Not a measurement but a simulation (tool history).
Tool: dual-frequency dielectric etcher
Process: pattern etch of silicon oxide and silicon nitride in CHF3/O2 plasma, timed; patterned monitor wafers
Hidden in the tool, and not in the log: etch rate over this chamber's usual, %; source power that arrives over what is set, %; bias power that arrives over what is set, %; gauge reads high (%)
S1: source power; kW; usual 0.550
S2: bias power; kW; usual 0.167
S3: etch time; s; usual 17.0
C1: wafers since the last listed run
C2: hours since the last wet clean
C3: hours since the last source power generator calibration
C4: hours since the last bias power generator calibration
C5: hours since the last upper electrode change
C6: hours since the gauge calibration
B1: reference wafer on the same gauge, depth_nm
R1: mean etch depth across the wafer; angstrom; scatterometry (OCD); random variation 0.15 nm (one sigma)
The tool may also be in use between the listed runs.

Run 1, hour 0.0: usual settings; C1 0; C2 274.6; C3 1168.3; C4 1251.3; C5 2632.2; C6 437.0; B1 21.88. Result: R1 220.7 angstrom.
Run 2, hour 15.0: usual settings; C1 150; C2 289.6; C3 1183.3; C4 1266.3; C5 2647.2; C6 452.0; B1 21.93. Result: R1 220.0 angstrom.
Run 3, hour 23.2: usual settings; C1 82; C2 297.8; C3 1191.5; C4 1274.5; C5 2655.4; C6 460.2; B1 21.87. Result: R1 221.0 angstrom.
At hour 31.3: gauge calibrated.
Run 4, hour 31.6: usual settings but S1 0.620 kW, S3 13.5 s; C1 84; C2 306.2; C3 1199.9; C4 1282.9; C5 2663.8; C6 0.3; B1 21.86. Result: R1 180.2 angstrom.
Run 5, hour 40.3: usual settings but S1 0.620 kW, S3 13.5 s; C1 87; C2 314.9; C3 1208.6; C4 1291.6; C5 2672.5; C6 9.0; B1 21.96. Result: R1 182.4 angstrom.
Run 6, hour 50.2: usual settings; C1 99; C2 324.8; C3 1218.5; C4 1301.5; C5 2682.4; C6 18.9; B1 21.86. Result: R1 221.6 angstrom.
Run 7, hour 62.3: usual settings; C1 121; C2 336.9; C3 1230.6; C4 1313.6; C5 2694.5; C6 31.0; B1 21.87. Result: R1 217.8 angstrom.
Run 8, hour 73.2: usual settings; C1 109; C2 347.8; C3 1241.5; C4 1324.5; C5 2705.4; C6 41.9; B1 21.83. Result: R1 220.8 angstrom.
Run 9, hour 89.6: usual settings but S3 12.0 s; C1 164; C2 364.2; C3 1257.9; C4 1340.9; C5 2721.8; C6 58.3; B1 21.92. Result: R1 154.2 angstrom.
Run 10, hour 130.6: usual settings; C1 410; C2 405.2; C3 1298.9; C4 1381.9; C5 2762.8; C6 99.3; B1 21.93. Result: R1 219.1 angstrom.
Run 11, hour 142.7: usual settings but S1 0.630 kW, S2 0.196 kW, S3 22.0 s; C1 121; C2 417.3; C3 1311.0; C4 1394.0; C5 2774.9; C6 111.4; B1 21.94. Result: R1 307.4 angstrom.
Run 12, hour 148.8: usual settings but S2 0.125 kW, S3 21.5 s; C1 61; C2 423.4; C3 1317.1; C4 1400.1; C5 2781.0; C6 117.5; B1 21.92. Result: R1 259.2 angstrom.
At hour 182.9: wet clean of the chamber.
At hour 184.4: upper electrode replaced, of another model than before.
Run 13, hour 187.6: usual settings but S1 0.430 kW, S2 0.126 kW; C1 133; C2 4.7; C3 1355.9; C4 1438.9; C5 3.2; C6 156.3; B1 21.86. Result: R1 201.1 angstrom.
At hour 206.7: bias power generator calibrated.
Run 14, hour 207.2: usual settings but S2 0.202 kW; C1 156; C2 24.3; C3 1375.5; C4 0.5; C5 22.8; C6 175.9; B1 21.89. Result: R1 232.1 angstrom.
At hour 226.7: source power generator calibrated.
Run 15, hour 227.2: usual settings but S1 0.460 kW, S2 0.206 kW; C1 160; C2 44.3; C3 0.5; C4 20.5; C5 42.8; C6 195.9; B1 21.92. Result: R1 224.3 angstrom.
Run 16, hour 235.5: usual settings but S1 0.620 kW, S3 13.5 s; C1 83; C2 52.6; C3 8.8; C4 28.8; C5 51.1; C6 204.2; B1 21.89. Result: R1 183.7 angstrom.
Run 17, hour 250.9: usual settings but S1 0.470 kW, S3 12.5 s; C1 154; C2 68.0; C3 24.2; C4 44.2; C5 66.5; C6 219.6; B1 21.86. Result: R1 158.3 angstrom.
Run 18, hour 259.1: usual settings but S1 0.470 kW, S2 0.207 kW, S3 19.0 s; C1 82; C2 76.2; C3 32.4; C4 52.4; C5 74.7; C6 227.8; B1 21.90. Result: R1 251.4 angstrom.
Run 19, hour 265.6: usual settings but S1 0.490 kW, S2 0.149 kW, S3 13.0 s; C1 65; C2 82.7; C3 38.9; C4 58.9; C5 81.2; C6 234.3; B1 21.95. Result: R1 162.9 angstrom.
Run 20, hour 276.3: usual settings but S1 0.640 kW, S2 0.148 kW, S3 12.5 s; C1 107; C2 93.4; C3 49.6; C4 69.6; C5 91.9; C6 245.0; B1 21.89. Result: R1 169.0 angstrom.
Run 21, hour 286.7: usual settings but S2 0.207 kW; C1 104; C2 103.8; C3 60.0; C4 80.0; C5 102.3; C6 255.4; B1 21.98. Result: R1 232.2 angstrom.
Run 22, hour 294.1: usual settings; C1 74; C2 111.2; C3 67.4; C4 87.4; C5 109.7; C6 262.8; B1 21.92. Result: R1 222.7 angstrom.
Run 23, hour 302.5: usual settings; C1 84; C2 119.6; C3 75.8; C4 95.8; C5 118.1; C6 271.2; B1 21.81. Result: R1 222.1 angstrom.
Run 24, hour 318.7: usual settings but S3 18.5 s; C1 162; C2 135.8; C3 92.0; C4 112.0; C5 134.3; C6 287.4; B1 21.94. Result: R1 240.4 angstrom.
Run 25, hour 330.6: usual settings but S1 0.510 kW; C1 119; C2 147.7; C3 103.9; C4 123.9; C5 146.2; C6 299.3; B1 21.92. Result: R1 216.4 angstrom.
Run 26, hour 341.4: usual settings but S3 20.0 s; C1 108; C2 158.5; C3 114.7; C4 134.7; C5 157.0; C6 310.1; B1 21.88. Result: R1 262.5 angstrom.
Run 27, hour 359.1: usual settings but S1 0.420 kW, S2 0.191 kW, S3 13.5 s; C1 177; C2 176.2; C3 132.4; C4 152.4; C5 174.7; C6 327.8; B1 21.90. Result: R1 169.3 angstrom.
Run 28, hour 371.5: usual settings but S3 14.0 s; C1 124; C2 188.6; C3 144.8; C4 164.8; C5 187.1; C6 340.2; B1 21.90. Result: R1 181.6 angstrom.
Run 29, hour 398.5: usual settings but S1 0.650 kW, S2 0.206 kW, S3 18.5 s; C1 270; C2 215.6; C3 171.8; C4 191.8; C5 214.1; C6 367.2; B1 21.92. Result: R1 264.0 angstrom.

5 ways to go on from here, each from the tool as it stands after run 29. What would each give?
Run A, hour 398.9: usual settings; C1 4; C2 216.0; C3 172.2; C4 192.2; C5 214.5; C6 367.6; B1 ?. Result: R1 ?.
Run B, hour 398.9: usual settings but S1 0.640 kW, S2 0.182 kW, S3 14.5 s; C1 4; C2 216.0; C3 172.2; C4 192.2; C5 214.5; C6 367.6; B1 ?. Result: R1 ?.
Run C, hour 398.9: usual settings but S1 0.640 kW, S2 0.146 kW, S3 13.0 s; C1 4; C2 216.0; C3 172.2; C4 192.2; C5 214.5; C6 367.6; B1 ?. Result: R1 ?.
Run D, hour 398.9: usual settings but S1 0.630 kW, S2 0.130 kW, S3 18.5 s; C1 4; C2 216.0; C3 172.2; C4 192.2; C5 214.5; C6 367.6; B1 ?. Result: R1 ?.
Run E, hour 398.9: usual settings but S1 0.630 kW, S2 0.196 kW; C1 4; C2 216.0; C3 172.2; C4 192.2; C5 214.5; C6 367.6; B1 ?. Result: R1 ?.

run     B1     R1
  A  21.90  224.1
  B  21.90  201.9
  C  21.90  173.7
  D  21.90  241.4
  E  21.90  239.3
Without the tool's hidden state the same runs would have given:
run     R1
  A  225.9
  B  203.5
  C  175.1
  D  243.2
  E  241.2

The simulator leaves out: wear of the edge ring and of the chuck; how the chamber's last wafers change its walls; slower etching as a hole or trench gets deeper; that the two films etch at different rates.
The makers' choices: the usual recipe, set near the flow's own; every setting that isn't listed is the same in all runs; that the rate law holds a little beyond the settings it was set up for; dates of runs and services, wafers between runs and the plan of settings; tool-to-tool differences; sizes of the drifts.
